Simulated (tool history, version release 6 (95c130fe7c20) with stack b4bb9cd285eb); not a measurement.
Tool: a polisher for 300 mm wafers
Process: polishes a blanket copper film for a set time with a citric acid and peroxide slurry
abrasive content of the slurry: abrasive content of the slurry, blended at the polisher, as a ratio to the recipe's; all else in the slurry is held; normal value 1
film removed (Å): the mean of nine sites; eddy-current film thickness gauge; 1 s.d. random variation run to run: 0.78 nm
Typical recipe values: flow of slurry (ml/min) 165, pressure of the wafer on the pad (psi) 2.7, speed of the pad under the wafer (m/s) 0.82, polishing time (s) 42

run   hour  flow of slurry (ml/min)  pressure of the wafer on the pad (psi)  speed of the pad under the wafer (m/s)  abrasive content of the slurry  polishing time (s)  incoming thickness of the incoming film, nm  film removed (Å)
  1      0                      165                                     2.7                                    0.82                               1                  42                                        804.9               542
  2   16.3                      165                                     2.7                                    0.82                               1                  42                                        805.7               522
  3     43                      165                                     2.7                                    0.82                               1                  42                                        799.3               748
  4   59.1                      165                                     2.7                                    0.82                               1                  42                                        816.7               753
  5   78.6                      105                                     2.5                                     0.9                               1                  42                                        811.1               568
  6   96.3                      165                                     2.2                                    0.82                               1                  42                                        818.2               658
  7  109.9                      165                                     2.7                                    0.82                               1                  42                                        821.1               730
  8  129.3                      165                                     2.7                                    0.82                             0.8                  42                                          810               713
  9  163.9                      130                                     2.7                                    0.82                               1                  30                                        810.4               457
 10  197.8                      165                                     2.7                                    0.82                               1                  28                                        794.3               469
 11  265.8                      140                                     3.6                                    0.82                            1.25                  55                                        808.5               983
 12  296.2                      200                                     3.1                                     0.7                            1.25                  42                                        815.8               730
 13  313.8                      120                                     3.2                                    0.82                               1                  42                                        824.3               588
 14  337.4                      165                                     2.7                                    0.82                               1                  42                                        819.9               663
 15    358                      110                                     2.7                                    1.06                               1                  42                                        808.7               553
 16  444.2                      115                                     2.7                                    1.04                               1                  42                                        821.2               499
 17    471                      165                                     2.7                                    0.82                               1                  42                                        805.5               588
 18    485                      165                                     2.7                                    0.82                               1                  42                                        818.7               575
 19  515.1                      205                                       3                                    1.06                             1.1                  42                                          806               801
 20    541                      165                                     2.7                                    0.66                               1                  42                                        807.7               659
 21    572                      120                                     2.7                                    0.82                               1                  42                                        802.1               647
 22  605.7                      165                                       2                                    0.56                               1                  42                                          816               505
 23  636.4                      140                                     3.6                                    0.82                            1.25                  55                                        809.5              1091
 24  658.7                      165                                     2.3                                    0.82                             1.3                  29                                        808.9               487
 25  676.4                      165                                     2.7                                    1.02                            0.85                  36                                        815.4               702
 26  697.6                      165                                     2.7                                     0.7                               1                  42                                        814.4               653
 27  713.9                      165                                     2.7                                    0.62                               1                  42                                        811.8               608
 28  728.7                      165                                     2.7                                    0.82                               1                  42                                        821.4               718
 29  756.9                      165                                     2.7                                    0.56                               1                  42                                        809.4               562

The log once held 8 entries between its listed runs, left out of this copy. Where does each go, and what is different about the tool's unlogged condition between the listed run before it and the listed run after it?
Logged between run 2 and run 3: slurry nozzle cleaned (hour 34)
  slurry flow missing at the pad, %: 42.7 -> 8.89
  measured less the result without the state, film removed (Å): -241 -> -22
Logged between run 5 and run 6: worn pad replaced by a new one (hour 89)
  slurry flow missing at the pad, %: 11.3 -> 12.6
  measured less the result without the state, film removed (Å): -51 -> -29
Logged between run 11 and run 12: slurry blender recalibrated (hour 269.5)
  slurry flow missing at the pad, %: 24.3 -> 26.4
  measured less the result without the state, film removed (Å): -149 -> -72
Logged between run 13 and run 14: worn pad replaced by a new one (hour 331.3)
  slurry flow missing at the pad, %: 27.6 -> 29.2
  measured less the result without the state, film removed (Å): -152 -> -108
Logged between run 14 and run 15: head pressure recalibrated (hour 353.6)
  slurry flow missing at the pad, %: 29.2 -> 30.7
  measured less the result without the state, film removed (Å): -108 -> -214
Logged between run 18 and run 19: slurry blender recalibrated (hour 508.3)
  slurry flow missing at the pad, %: 39.4 -> 41.5
  measured less the result without the state, film removed (Å): -199 -> -234
Logged between run 19 and run 20: slurry nozzle cleaned (hour 530.3)
  slurry flow missing at the pad, %: 41.5 -> 6.47
  measured less the result without the state, film removed (Å): -234 -> -13
Logged between run 21 and run 22: worn pad replaced by a new one (hour 602.7)
  slurry flow missing at the pad, %: 8.62 -> 10.9
  measured less the result without the state, film removed (Å): -31 -> -19
